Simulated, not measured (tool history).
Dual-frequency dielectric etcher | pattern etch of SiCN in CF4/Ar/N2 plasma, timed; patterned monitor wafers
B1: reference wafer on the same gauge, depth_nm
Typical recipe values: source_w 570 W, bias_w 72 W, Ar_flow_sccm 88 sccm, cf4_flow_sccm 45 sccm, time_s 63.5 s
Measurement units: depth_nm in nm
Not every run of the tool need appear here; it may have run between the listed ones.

Run 1, day 0: usual settings but Ar_flow_sccm 73 sccm; B1 64.1. Result: depth_nm 66.3 nm.
Run 2, day 4.162: usual settings; B1 64. Result: depth_nm 63.6 nm.
Run 3, day 7.617: usual settings; B1 64.1. Result: depth_nm 63 nm.
Run 4, day 10.454: usual settings; B1 64.1. Result: depth_nm 63 nm.
At day 11.875: upper electrode replaced.
Run 5, day 14.296: usual settings; B1 64. Result: depth_nm 62.6 nm.
At day 15.929: wet clean of the chamber.
Run 6, day 18.2: usual settings; B1 64.4. Result: depth_nm 60.6 nm.
At day 21.204: gauge calibrated.
At day 21.238: bias power generator calibrated.
At day 22.033: CF4 flow controller replaced.
Run 7, day 22.683: usual settings; B1 64.2. Result: depth_nm 60.6 nm.
Run 8, day 26.638: usual settings but source_w 510 W; B1 64.2. Result: depth_nm 53.5 nm.
At day 29.125: wet clean of the chamber, repeated, since the last time left the tool worse.
Run 9, day 31.042: usual settings but time_s 82 s; B1 64.2. Result: depth_nm 82.4 nm.
Run 10, day 33.096: usual settings; B1 64.3. Result: depth_nm 63.6 nm.
At day 33.775: Ar flow controller replaced.
Run 11, day 36.167: usual settings but bias_w 77 W, cf4_flow_sccm 42 sccm; B1 64.2. Result: depth_nm 64.6 nm.
At day 36.467: source power generator calibrated.
Run 12, day 38.788: usual settings but cf4_flow_sccm 39 sccm; B1 64.1. Result: depth_nm 61.3 nm.
Run 13, day 41.671: usual settings but Ar_flow_sccm 77 sccm, time_s 44.5 s; B1 64.1. Result: depth_nm 44.7 nm.
Run 14, day 44.996: usual settings but source_w 450 W, bias_w 65 W, Ar_flow_sccm 99 sccm, time_s 47 s; B1 64.2. Result: depth_nm 34 nm.
Run 15, day 46.696: usual settings; B1 64. Result: depth_nm 61.8 nm.
Run 16, day 49.592: usual settings but source_w 500 W, bias_w 79 W, cf4_flow_sccm 50 sccm, time_s 51 s; B1 64. Result: depth_nm 45.7 nm.
Run 17, day 51.429: usual settings but Ar_flow_sccm 94 sccm, cf4_flow_sccm 52 sccm; B1 63.9. Result: depth_nm 62.1 nm.
At day 53.967: wet clean of the chamber.
Run 18, day 53.988: usual settings but bias_w 87 W, Ar_flow_sccm 106 sccm, cf4_flow_sccm 41 sccm, time_s 75.5 s; B1 64.2. Result: depth_nm 77.8 nm.
Run 19, day 57.921: usual settings; B1 64.1. Result: depth_nm 63.7 nm.
Run 20, day 60.933: usual settings; B1 64.2. Result: depth_nm 62.6 nm.
Run 21, day 64.738: usual settings but bias_w 58 W, Ar_flow_sccm 81 sccm, cf4_flow_sccm 39 sccm, time_s 45.5 s; B1 64.1. Result: depth_nm 41.8 nm.
Run 22, day 68.038: usual settings; B1 64.1. Result: depth_nm 62.8 nm.

Consider 3 possible next runs. They are alternatives, not a sequence: every one starts from the tool as it was left by run 22. What does each give?
Run A, day 68.054: usual settings but bias_w 87 W; B1 ?. Result: depth_nm ?.
Run B, day 68.054: usual settings but time_s 74.5 s; B1 ?. Result: depth_nm ?.
Run C, day 68.054: usual settings but cf4_flow_sccm 36 sccm; B1 ?. Result: depth_nm ?.

run  B1  depth_nm
  A  64      67.2
  B  64      73.5
  C  64        61
Had the tool no hidden state, the same runs would have come out as:
run  depth_nm
  A      68.7
  B      75.2
  C      62.4

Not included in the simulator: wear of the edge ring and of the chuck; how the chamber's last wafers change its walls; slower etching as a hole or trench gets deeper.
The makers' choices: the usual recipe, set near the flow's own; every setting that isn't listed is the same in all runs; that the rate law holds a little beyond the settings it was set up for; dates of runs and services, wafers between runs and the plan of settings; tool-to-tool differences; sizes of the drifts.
